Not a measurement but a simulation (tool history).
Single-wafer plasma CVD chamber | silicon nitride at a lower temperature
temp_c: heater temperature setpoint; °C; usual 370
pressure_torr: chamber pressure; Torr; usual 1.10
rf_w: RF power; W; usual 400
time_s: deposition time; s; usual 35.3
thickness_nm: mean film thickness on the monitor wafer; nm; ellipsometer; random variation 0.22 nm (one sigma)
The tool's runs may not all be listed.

run,hour,temp_c,pressure_torr,rf_w,time_s,wafers since the last listed run,hours since the last thermocouple change,hours since the last RF generator calibration,hours since the last manometer calibration,hours since the showerhead was replaced,hours since the gauge calibration,"read-back reference wafer on the same gauge, thickness_nm",thickness_nm
1,0.0,370,1.10,400,35.3,0,2469.6,1438.8,2328.1,3630.9,1046.1,48.916,44.432
2,41.3,370,1.10,400,35.3,733,2510.9,1480.1,2369.4,3672.2,1087.4,48.852,44.715
3,67.9,370,1.10,400,35.3,472,2537.5,1506.7,2396.0,3698.8,1114.0,48.906,44.631
4,118.4,370,1.10,400,35.3,896,2588.0,1557.2,2446.5,3749.3,1164.5,48.940,44.573
# hour 154.6: capacitance manometer re-zeroed and calibrated
5,155.1,370,1.10,400,35.3,509,2624.7,1593.9,0.5,3786.0,1201.2,48.903,46.258
6,189.4,370,1.10,400,35.3,608,2659.0,1628.2,34.8,3820.3,1235.5,48.894,45.682
# hour 324.1: showerhead replaced
7,331.8,370,1.10,400,35.3,2386,2801.4,1770.6,177.2,7.7,1377.9,48.885,45.817
8,392.1,370,1.10,470,29.8,1070,2861.7,1830.9,237.5,68.0,1438.2,48.868,41.487
9,421.2,370,1.10,435,29.4,516,2890.8,1860.0,266.6,97.1,1467.3,48.925,40.055
# hour 453.7: thermocouple changed; heater temperature recalibrated
10,473.3,370,1.10,435,29.4,782,19.6,1912.1,318.7,149.2,1519.4,48.945,39.544
11,528.9,370,1.10,400,35.3,987,75.2,1967.7,374.3,204.8,1575.0,48.888,45.642
12,600.0,370,1.10,465,35.3,1262,146.3,2038.8,445.4,275.9,1646.1,48.935,48.819
13,669.9,370,0.98,400,30.1,1240,216.2,2108.7,515.3,345.8,1716.0,48.974,37.113
14,713.3,384,0.89,400,32.0,770,259.6,2152.1,558.7,389.2,1759.4,48.923,37.596
15,757.5,370,1.10,400,35.3,784,303.8,2196.3,602.9,433.4,1803.6,48.900,45.694
# hour 806.7: RF generator calibrated
# hour 818.2: gauge calibrated
16,824.6,370,0.95,400,35.3,1049,370.9,17.9,670.0,500.5,6.4,48.948,42.804
17,889.1,370,1.10,400,35.3,1145,435.4,82.4,734.5,565.0,70.9,48.877,45.290
18,926.1,370,1.10,400,37.4,656,472.4,119.4,771.5,602.0,107.9,48.912,47.993
19,992.7,370,1.10,400,30.1,1182,539.0,186.0,838.1,668.6,174.5,48.931,38.675
20,1027.0,370,1.10,425,35.3,608,573.3,220.3,872.4,702.9,208.8,48.906,46.544
21,1058.5,363,1.10,400,31.4,559,604.8,251.8,903.9,734.4,240.3,48.871,40.463
22,1111.5,383,0.89,470,40.9,940,657.8,304.8,956.9,787.4,293.3,48.865,51.109
23,1137.2,376,0.95,445,31.1,456,683.5,330.5,982.6,813.1,319.0,48.867,39.116
24,1170.0,370,1.10,350,32.6,582,716.3,363.3,1015.4,845.9,351.8,48.879,38.889
25,1240.2,370,1.10,400,37.4,1246,786.5,433.5,1085.6,916.1,422.0,48.899,47.796
26,1273.0,358,1.10,400,35.3,582,819.3,466.3,1118.4,948.9,454.8,48.905,45.501
27,1327.8,370,1.10,340,35.3,972,874.1,521.1,1173.2,1003.7,509.6,48.913,41.952
28,1384.2,370,1.10,400,42.3,1001,930.5,577.5,1229.6,1060.1,566.0,48.894,54.003

5 ways to go on from here, each from the tool as it stands after run 28. What would each give?
A,1384.6,370,1.10,400,35.3,7,930.9,577.9,1230.0,1060.5,566.4,?,?
B,1384.6,357,1.17,380,35.3,7,930.9,577.9,1230.0,1060.5,566.4,?,?
C,1384.6,359,1.19,400,31.4,7,930.9,577.9,1230.0,1060.5,566.4,?,?
D,1384.6,370,0.87,400,35.3,7,930.9,577.9,1230.0,1060.5,566.4,?,?
E,1384.6,375,1.27,345,29.2,7,930.9,577.9,1230.0,1060.5,566.4,?,?

run,"read-back reference wafer on the same gauge, thickness_nm",thickness_nm
A,48.934,45.096
B,48.934,45.312
C,48.934,41.504
D,48.934,40.954
E,48.934,36.580
Without the tool's hidden state the same runs would have given:
run,thickness_nm
A,46.196
B,46.396
C,42.481
D,42.065
E,37.419
